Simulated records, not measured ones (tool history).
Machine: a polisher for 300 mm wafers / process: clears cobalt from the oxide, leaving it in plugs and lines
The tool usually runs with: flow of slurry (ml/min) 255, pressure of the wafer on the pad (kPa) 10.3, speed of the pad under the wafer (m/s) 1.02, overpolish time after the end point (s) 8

run   hour  flow of slurry (ml/min)  pressure of the wafer on the pad (kPa)  speed of the pad under the wafer (m/s)  overpolish time after the end point (s)  wafers since the last listed run  wafers polished on this pad  hours since the slurry nozzle was cleaned  hours since the head pressure was calibrated  incoming thickness of the incoming film, nm  time until the end point was called (s)  dishing of a wide line in a test structure (nm)
  1      0                      255                                    11.7                                    1.02                                        8                                 0                          484                                      184.3                                          1050                                        160.6                                     46.7                                               23
  2   22.3                      255                                    11.7                                    1.02                                        8                               400                          884                                      206.6                                        1072.3                                          160                                     46.9                                               22
  3     40                      255                                    10.3                                    0.88                                        7                               317                         1202                                      224.3                                          1090                                        159.4                                     58.7                                               17
  4   57.8                      255                                    10.3                                    0.88                                        7                               319                         1521                                      242.1                                        1107.8                                        159.3                                       61                                             16.2
      88.8  -- worn pad replaced by a new one
  5   90.6                      255                                    10.3                                    0.88                                        7                               516                           32                                      274.9                                        1140.6                                        159.5                                       54                                             18.2
     122.7  -- slurry nozzle cleaned
  6    123                      255                                       9                                    1.02                                        8                               563                          596                                        0.3                                          1173                                        157.7                                     58.5                                               18
  7  156.7                      255                                       9                                    1.02                                        8                               604                         1201                                         34                                        1206.7                                        159.7                                     61.7                                             18.1
  8    170                      255                                    11.7                                    1.14                                        8                               238                         1440                                       47.3                                          1220                                        158.5                                     43.7                                               22
  9  182.5                      255                                    11.7                                    1.14                                        8                               224                         1664                                       59.8                                        1232.5                                        159.7                                     43.8                                             22.1
     194.2  -- worn pad replaced by a new one
 10  202.6                      255                                    10.3                                    1.02                                        8                               288                          150                                       79.9                                        1252.6                                        161.1                                     52.1                                             20.6
 11  220.2                      255                                    10.3                                    1.02                                        8                               315                          466                                       97.5                                        1270.2                                        159.5                                       51                                             21.1
 12  245.7                      255                                    10.3                                    1.02                                        8                               457                          924                                        123                                        1295.7                                        158.8                                     51.2                                             20.1
     258.6  -- head pressure recalibrated
 13  272.5                      255                                    10.3                                    1.36                                       10                               445                         1369                                      149.8                                          13.9                                        159.5                                     45.5                                             26.8
 14  291.6                      200                                    10.3                                     0.8                                       11                               342                         1712                                      168.9                                            33                                        158.1                                     63.3                                             22.1

Run 15 comes next. What will it give?
     311.1  -- worn pad replaced by a new one, of another model than before
 15  314.6                      225                                    11.7                                    0.72                                        8                               341                           62                                      191.9                                            56                                        159.3                                        ?                                                ?

time until the end point was called (s): 64.6
dishing of a wide line in a test structure (nm): 16.8
If the tool had no hidden condition, the same run with the same run-to-run variation would have returned time until the end point was called (s) 63.7, dishing of a wide line in a test structure (nm) 17.
